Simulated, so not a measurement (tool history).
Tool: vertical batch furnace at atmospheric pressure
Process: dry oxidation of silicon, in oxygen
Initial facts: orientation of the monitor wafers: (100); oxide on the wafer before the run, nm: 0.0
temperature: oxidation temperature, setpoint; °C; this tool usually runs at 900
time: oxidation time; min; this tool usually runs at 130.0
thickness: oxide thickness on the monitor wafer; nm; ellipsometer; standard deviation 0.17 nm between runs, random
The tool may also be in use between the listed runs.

run,hour,temperature,time,"read-back reference wafer on the same gauge, thickness",thickness
1,0.0,900,130.0,38.81,32.88
2,63.7,900,130.0,38.74,32.99
3,148.6,900,130.0,38.80,32.95
4,218.6,900,130.0,38.78,32.99
5,293.6,900,130.0,38.82,33.02
6,390.6,900,130.0,38.80,33.16
7,461.6,900,130.0,38.72,33.32
8,512.3,887,130.0,38.82,28.85
9,580.7,900,130.0,38.75,33.05
10,646.3,900,130.0,38.86,33.10
11,699.4,900,110.5,38.77,29.86
12,789.7,900,110.5,38.75,29.81
13,861.1,900,110.5,38.82,29.93
14,958.7,900,130.0,38.81,33.45
15,1041.4,900,130.0,38.82,33.29
16,1091.0,900,130.0,38.79,33.51
17,1188.6,900,130.0,38.80,33.58
18,1254.9,888,69.0,38.85,19.33
19,1361.0,882,88.0,38.83,21.37
20,1455.4,915,130.0,38.74,39.70
21,1510.6,910,130.0,38.88,37.17
22,1589.8,922,68.0,38.85,27.76
23,1653.2,900,130.0,38.87,34.46
24,1734.1,900,130.0,38.74,34.80
25,1833.8,900,110.5,38.77,30.87
26,1916.2,900,130.0,38.78,34.60
27,1986.7,887,66.0,38.78,19.25
28,2066.7,900,130.0,38.87,34.14
29,2195.5,875,84.5,38.80,18.88
30,2255.3,900,147.0,38.72,34.95
31,2298.5,906,104.5,38.72,30.19
32,2344.4,887,75.0,38.89,19.75
33,2427.8,900,130.0,38.75,32.82

Withheld: 5 entries from between the runs. Position of each, and hidden state at the listed run before versus the listed run after:
From run 2 to run 3: gauge calibrated (hour 77.8)
  true tube temperature minus thermocouple reading, K: 2.1 -> 2.18
  measured less the result without the state, thickness: +0.72 -> +0.74 nm
From run 19 to run 20: boat lift adjusted (hour 1387.8)
  true tube temperature minus thermocouple reading, K: 3.38 -> 3.47
  measured less the result without the state, thickness: +0.74 -> +1.41 nm
From run 21 to run 22: gauge calibrated (hour 1556.5); thermocouples replaced and temperature profile calibrated (hour 1566.6)
  true tube temperature minus thermocouple reading, K: 3.52 -> 5.94
  measured less the result without the state, thickness: +1.35 -> +1.54 nm
From run 28 to run 29: thermocouples replaced and temperature profile calibrated, repeated, since the last time left the tool worse (hour 2161.8)
  true tube temperature minus thermocouple reading, K: 6.41 -> 0.541
  measured less the result without the state, thickness: +2.22 -> +0.11 nm
